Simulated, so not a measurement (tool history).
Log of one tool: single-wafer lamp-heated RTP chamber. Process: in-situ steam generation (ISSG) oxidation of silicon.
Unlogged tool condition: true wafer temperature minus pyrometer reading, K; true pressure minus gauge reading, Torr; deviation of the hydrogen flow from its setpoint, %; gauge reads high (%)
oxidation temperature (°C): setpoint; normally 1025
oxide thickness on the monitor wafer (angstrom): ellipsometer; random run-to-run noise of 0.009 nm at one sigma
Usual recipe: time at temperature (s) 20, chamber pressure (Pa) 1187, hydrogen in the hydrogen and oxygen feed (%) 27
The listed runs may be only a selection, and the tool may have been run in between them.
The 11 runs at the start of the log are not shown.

run,hour,oxidation temperature (°C),time at temperature (s),chamber pressure (Pa),hydrogen in the hydrogen and oxygen feed (%),wafers since the last listed run,wafers since the last pyrometer calibration,hours since the pressure gauge was zeroed,hours since the hydrogen flow controller was replaced,hours since the gauge calibration,"read-back reference wafer on the same gauge, thickness",oxide thickness on the monitor wafer (angstrom)
12,325.3,1030,20,1187,17,144,5407,112.2,155.6,893.7,5.412,56.01
13,343.0,1017,26,1187,31,130,5538,129.9,173.3,911.4,5.406,68.57
# hour 352.9: pyrometer window cleaned and pyrometer calibrated
14,374.8,1025,20,1333,32,175,162,161.7,205.1,943.2,5.410,61.28
15,410.1,1025,20,1240,27,260,423,197.0,240.4,978.5,5.411,59.82
16,442.4,1031,20,1187,27,238,661,229.3,272.7,1010.8,5.407,62.22
17,473.9,1025,20,1187,27,232,894,260.8,304.2,1042.3,5.407,60.51
18,544.2,1025,20,1187,27,519,1414,331.1,374.5,1112.6,5.407,60.35
19,567.4,1025,28,1187,27,171,1585,354.3,397.7,1135.8,5.409,71.57
# hour 568.3: gauge calibrated
20,595.2,1025,20,1187,27,205,1791,382.1,425.5,26.9,5.410,60.30
21,608.9,1025,12,1187,27,101,1892,395.8,439.2,40.6,5.411,47.56
22,628.5,1025,20,1067,27,144,2037,415.4,458.8,60.2,5.414,61.09
23,661.8,1025,20,1360,27,246,2283,448.7,492.1,93.5,5.409,58.94
24,729.8,1025,20,1187,27,502,2786,516.7,560.1,161.5,5.410,60.52
25,755.2,1011,16,1187,23,187,2973,542.1,585.5,186.9,5.410,49.35
26,780.1,1025,13,1360,21,184,3157,567.0,610.4,211.8,5.407,45.35
27,813.1,1025,20,1187,27,243,3401,600.0,643.4,244.8,5.414,60.63
28,839.1,1032,20,1187,30,192,3593,626.0,669.4,270.8,5.410,64.32
29,857.4,1015,24,1293,32,135,3729,644.3,687.7,289.1,5.408,64.84
30,873.9,1025,26,1187,17,121,3851,660.8,704.2,305.6,5.411,62.42
31,929.4,1025,20,1187,27,410,4261,716.3,759.7,361.1,5.412,60.71

Alternative continuations, all from the tool just after run 31; predict every row:
A,929.9,1025,20,1187,27,3,4265,716.8,760.2,361.6,?,?
B,929.9,1013,23,1187,22,3,4265,716.8,760.2,361.6,?,?
C,929.9,1007,20,1187,32,3,4265,716.8,760.2,361.6,?,?
D,929.9,1016,20,1187,19,3,4265,716.8,760.2,361.6,?,?

run,"read-back reference wafer on the same gauge, thickness",oxide thickness on the monitor wafer (angstrom)
A,5.408,60.69
B,5.408,58.57
C,5.408,58.31
D,5.408,53.67
Stripped of hidden state, with their random variation kept, the same runs would have yielded:
run,oxide thickness on the monitor wafer (angstrom)
A,60.26
B,58.16
C,57.93
D,53.30

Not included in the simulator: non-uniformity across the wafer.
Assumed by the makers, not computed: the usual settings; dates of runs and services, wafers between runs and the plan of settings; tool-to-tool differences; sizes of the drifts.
